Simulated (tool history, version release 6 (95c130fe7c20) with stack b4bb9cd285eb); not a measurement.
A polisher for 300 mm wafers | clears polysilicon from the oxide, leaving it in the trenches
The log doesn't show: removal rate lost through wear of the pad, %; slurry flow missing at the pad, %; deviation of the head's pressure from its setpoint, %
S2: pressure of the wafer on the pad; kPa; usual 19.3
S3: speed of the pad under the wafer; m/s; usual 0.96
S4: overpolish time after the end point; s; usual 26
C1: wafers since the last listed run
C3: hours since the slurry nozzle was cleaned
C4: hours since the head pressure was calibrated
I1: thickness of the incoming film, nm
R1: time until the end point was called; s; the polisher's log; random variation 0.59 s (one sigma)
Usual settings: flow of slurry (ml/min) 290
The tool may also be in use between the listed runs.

{"run": 1, "hour": 0.0, "flow of slurry (ml/min)": 290, "S2": 19.3, "S3": 0.96, "S4": 26, "C1": 0, "wafers polished on this pad": 2006, "C3": 451.0, "C4": 1229.6, "I1": 801.7, "R1": 76.0}
{"run": 2, "hour": 36.3, "flow of slurry (ml/min)": 290, "S2": 19.3, "S3": 0.96, "S4": 26, "C1": 282, "wafers polished on this pad": 2289, "C3": 487.3, "C4": 1265.9, "I1": 797.0, "R1": 77.0}
{"run": 3, "hour": 73.3, "flow of slurry (ml/min)": 290, "S2": 19.3, "S3": 1.18, "S4": 26, "C1": 288, "wafers polished on this pad": 2577, "C3": 524.3, "C4": 1302.9, "I1": 797.4, "R1": 61.5}
{"run": 4, "hour": 130.3, "flow of slurry (ml/min)": 290, "S2": 19.3, "S3": 1.18, "S4": 26, "C1": 444, "wafers polished on this pad": 3022, "C3": 581.3, "C4": 1359.9, "I1": 790.5, "R1": 62.2}
{"hour": 174.8, "done": "head pressure recalibrated"}
{"run": 5, "hour": 196.0, "flow of slurry (ml/min)": 290, "S2": 19.3, "S3": 1.18, "S4": 26, "C1": 496, "wafers polished on this pad": 3518, "C3": 647.0, "C4": 21.2, "I1": 800.3, "R1": 62.8}
{"hour": 212.3, "done": "worn pad replaced by a new one"}
{"run": 6, "hour": 222.5, "flow of slurry (ml/min)": 290, "S2": 22.1, "S3": 1.16, "S4": 26, "C1": 175, "wafers polished on this pad": 79, "C3": 673.5, "C4": 47.7, "I1": 815.6, "R1": 59.1}
{"hour": 272.3, "done": "slurry nozzle cleaned"}
{"run": 7, "hour": 291.7, "flow of slurry (ml/min)": 290, "S2": 22.1, "S3": 1.16, "S4": 26, "C1": 531, "wafers polished on this pad": 610, "C3": 19.4, "C4": 116.9, "I1": 790.3, "R1": 54.2}
{"run": 8, "hour": 341.3, "flow of slurry (ml/min)": 290, "S2": 19.3, "S3": 0.96, "S4": 26, "C1": 386, "wafers polished on this pad": 996, "C3": 69.0, "C4": 166.5, "I1": 792.0, "R1": 72.3}
{"run": 9, "hour": 412.6, "flow of slurry (ml/min)": 290, "S2": 19.3, "S3": 0.96, "S4": 26, "C1": 555, "wafers polished on this pad": 1552, "C3": 140.3, "C4": 237.8, "I1": 816.0, "R1": 75.4}
{"run": 10, "hour": 464.3, "flow of slurry (ml/min)": 290, "S2": 19.3, "S3": 0.96, "S4": 26, "C1": 402, "wafers polished on this pad": 1955, "C3": 192.0, "C4": 289.5, "I1": 800.5, "R1": 74.4}
{"run": 11, "hour": 500.1, "flow of slurry (ml/min)": 290, "S2": 19.3, "S3": 0.96, "S4": 26, "C1": 278, "wafers polished on this pad": 2234, "C3": 227.8, "C4": 325.3, "I1": 799.0, "R1": 75.2}
{"run": 12, "hour": 544.2, "flow of slurry (ml/min)": 290, "S2": 19.3, "S3": 0.96, "S4": 26, "C1": 343, "wafers polished on this pad": 2577, "C3": 271.9, "C4": 369.4, "I1": 805.2, "R1": 75.5}
{"run": 13, "hour": 601.8, "flow of slurry (ml/min)": 290, "S2": 19.3, "S3": 0.96, "S4": 26, "C1": 448, "wafers polished on this pad": 3026, "C3": 329.5, "C4": 427.0, "I1": 800.2, "R1": 76.0}
{"run": 14, "hour": 656.1, "flow of slurry (ml/min)": 355, "S2": 25.5, "S3": 0.82, "S4": 10, "C1": 423, "wafers polished on this pad": 3449, "C3": 383.8, "C4": 481.3, "I1": 795.0, "R1": 70.2}
{"run": 15, "hour": 727.1, "flow of slurry (ml/min)": 360, "S2": 19.3, "S3": 1.08, "S4": 26, "C1": 553, "wafers polished on this pad": 4002, "C3": 454.8, "C4": 552.3, "I1": 785.6, "R1": 65.2}
{"hour": 762.5, "done": "worn pad replaced by a new one"}
{"run": 16, "hour": 795.8, "flow of slurry (ml/min)": 290, "S2": 15.2, "S3": 1.22, "S4": 26, "C1": 504, "wafers polished on this pad": 259, "C3": 523.5, "C4": 621.0, "I1": 816.5, "R1": 72.1}
{"run": 17, "hour": 834.7, "flow of slurry (ml/min)": 290, "S2": 19.3, "S3": 1.14, "S4": 26, "C1": 303, "wafers polished on this pad": 562, "C3": 562.4, "C4": 659.9, "I1": 805.1, "R1": 65.7}
{"run": 18, "hour": 900.7, "flow of slurry (ml/min)": 290, "S2": 13.8, "S3": 0.64, "S4": 26, "C1": 514, "wafers polished on this pad": 1076, "C3": 628.4, "C4": 725.9, "I1": 805.7, "R1": 142.5}
{"run": 19, "hour": 972.7, "flow of slurry (ml/min)": 220, "S2": 19.3, "S3": 0.84, "S4": 26, "C1": 560, "wafers polished on this pad": 1637, "C3": 700.4, "C4": 797.9, "I1": 798.4, "R1": 89.9}
{"hour": 986.1, "done": "slurry nozzle cleaned"}
{"run": 20, "hour": 1001.0, "flow of slurry (ml/min)": 290, "S2": 24.1, "S3": 0.74, "S4": 26, "C1": 212, "wafers polished on this pad": 1850, "C3": 14.9, "C4": 826.2, "I1": 793.9, "R1": 80.3}
{"run": 21, "hour": 1065.0, "flow of slurry (ml/min)": 290, "S2": 19.3, "S3": 0.96, "S4": 26, "C1": 498, "wafers polished on this pad": 2348, "C3": 78.9, "C4": 890.2, "I1": 805.3, "R1": 75.3}
{"run": 22, "hour": 1118.1, "flow of slurry (ml/min)": 290, "S2": 17.2, "S3": 0.96, "S4": 22, "C1": 413, "wafers polished on this pad": 2762, "C3": 132.0, "C4": 943.3, "I1": 806.9, "R1": 80.4}
{"run": 23, "hour": 1184.9, "flow of slurry (ml/min)": 290, "S2": 19.3, "S3": 0.96, "S4": 26, "C1": 520, "wafers polished on this pad": 3282, "C3": 198.8, "C4": 1010.1, "I1": 802.7, "R1": 74.3}
{"hour": 1225.6, "done": "worn pad replaced by a new one"}
{"run": 24, "hour": 1248.8, "flow of slurry (ml/min)": 235, "S2": 19.3, "S3": 0.74, "S4": 26, "C1": 466, "wafers polished on this pad": 180, "C3": 262.7, "C4": 1074.0, "I1": 795.6, "R1": 98.0}
{"hour": 1296.2, "done": "head pressure recalibrated"}
{"run": 25, "hour": 1393.8, "flow of slurry (ml/min)": 290, "S2": 12.4, "S3": 0.96, "S4": 26, "C1": 1114, "wafers polished on this pad": 1294, "C3": 407.7, "C4": 97.6, "I1": 801.4, "R1": 101.3}
{"run": 26, "hour": 1458.0, "flow of slurry (ml/min)": 345, "S2": 24.1, "S3": 0.96, "S4": 17, "C1": 500, "wafers polished on this pad": 1795, "C3": 471.9, "C4": 161.8, "I1": 807.3, "R1": 64.0}
{"run": 27, "hour": 1489.7, "flow of slurry (ml/min)": 290, "S2": 19.3, "S3": 0.96, "S4": 26, "C1": 246, "wafers polished on this pad": 2041, "C3": 503.6, "C4": 193.5, "I1": 796.3, "R1": 75.8}
{"run": 28, "hour": 1534.9, "flow of slurry (ml/min)": 245, "S2": 22.1, "S3": 0.96, "S4": 26, "C1": 352, "wafers polished on this pad": 2394, "C3": 548.8, "C4": 238.7, "I1": 797.4, "R1": 70.7}
{"run": 29, "hour": 1594.4, "flow of slurry (ml/min)": 290, "S2": 19.3, "S3": 0.96, "S4": 26, "C1": 463, "wafers polished on this pad": 2857, "C3": 608.3, "C4": 298.2, "I1": 801.1, "R1": 76.1}
{"run": 30, "hour": 1625.3, "flow of slurry (ml/min)": 290, "S2": 19.3, "S3": 0.96, "S4": 26, "C1": 240, "wafers polished on this pad": 3098, "C3": 639.2, "C4": 329.1, "I1": 807.1, "R1": 77.5}
{"hour": 1653.9, "done": "worn pad replaced by a new one"}
{"run": 31, "hour": 1665.9, "flow of slurry (ml/min)": 380, "S2": 19.3, "S3": 1.26, "S4": 26, "C1": 285, "wafers polished on this pad": 93, "C3": 679.8, "C4": 369.7, "I1": 786.3, "R1": 56.4}
{"run": 32, "hour": 1702.6, "flow of slurry (ml/min)": 355, "S2": 25.5, "S3": 0.82, "S4": 10, "C1": 285, "wafers polished on this pad": 379, "C3": 716.5, "C4": 406.4, "I1": 801.6, "R1": 70.6}
{"run": 33, "hour": 1767.7, "flow of slurry (ml/min)": 290, "S2": 19.3, "S3": 0.96, "S4": 26, "C1": 507, "wafers polished on this pad": 886, "C3": 781.6, "C4": 471.5, "I1": 800.6, "R1": 75.9}
{"run": 34, "hour": 1796.4, "flow of slurry (ml/min)": 290, "S2": 13.1, "S3": 0.96, "S4": 26, "C1": 223, "wafers polished on this pad": 1110, "C3": 810.3, "C4": 500.2, "I1": 798.0, "R1": 98.3}
{"hour": 1829.1, "done": "slurry nozzle cleaned"}
{"run": 35, "hour": 1847.7, "flow of slurry (ml/min)": 290, "S2": 19.3, "S3": 0.7, "S4": 26, "C1": 391, "wafers polished on this pad": 1502, "C3": 18.6, "C4": 551.5, "I1": 794.1, "R1": 100.9}

Forecast each of these 3 alternatives for the next run:
{"run": "A", "hour": 1848.2, "flow of slurry (ml/min)": 290, "S2": 19.3, "S3": 0.96, "S4": 26, "C1": 3, "wafers polished on this pad": 1506, "C3": 19.1, "C4": 552.0, "I1": 793.3, "R1": "?"}
{"run": "B", "hour": 1848.2, "flow of slurry (ml/min)": 220, "S2": 19.3, "S3": 0.96, "S4": 21, "C1": 3, "wafers polished on this pad": 1506, "C3": 19.1, "C4": 552.0, "I1": 793.3, "R1": "?"}
{"run": "C", "hour": 1848.2, "flow of slurry (ml/min)": 290, "S2": 14.5, "S3": 0.96, "S4": 14, "C1": 3, "wafers polished on this pad": 1506, "C3": 19.1, "C4": 552.0, "I1": 793.3, "R1": "?"}

run=A R1=71.9
run=B R1=73.7
run=C R1=87.0
Without the tool's hidden state the same runs would have given:
run=A R1=71.5
run=B R1=73.2
run=C R1=86.5
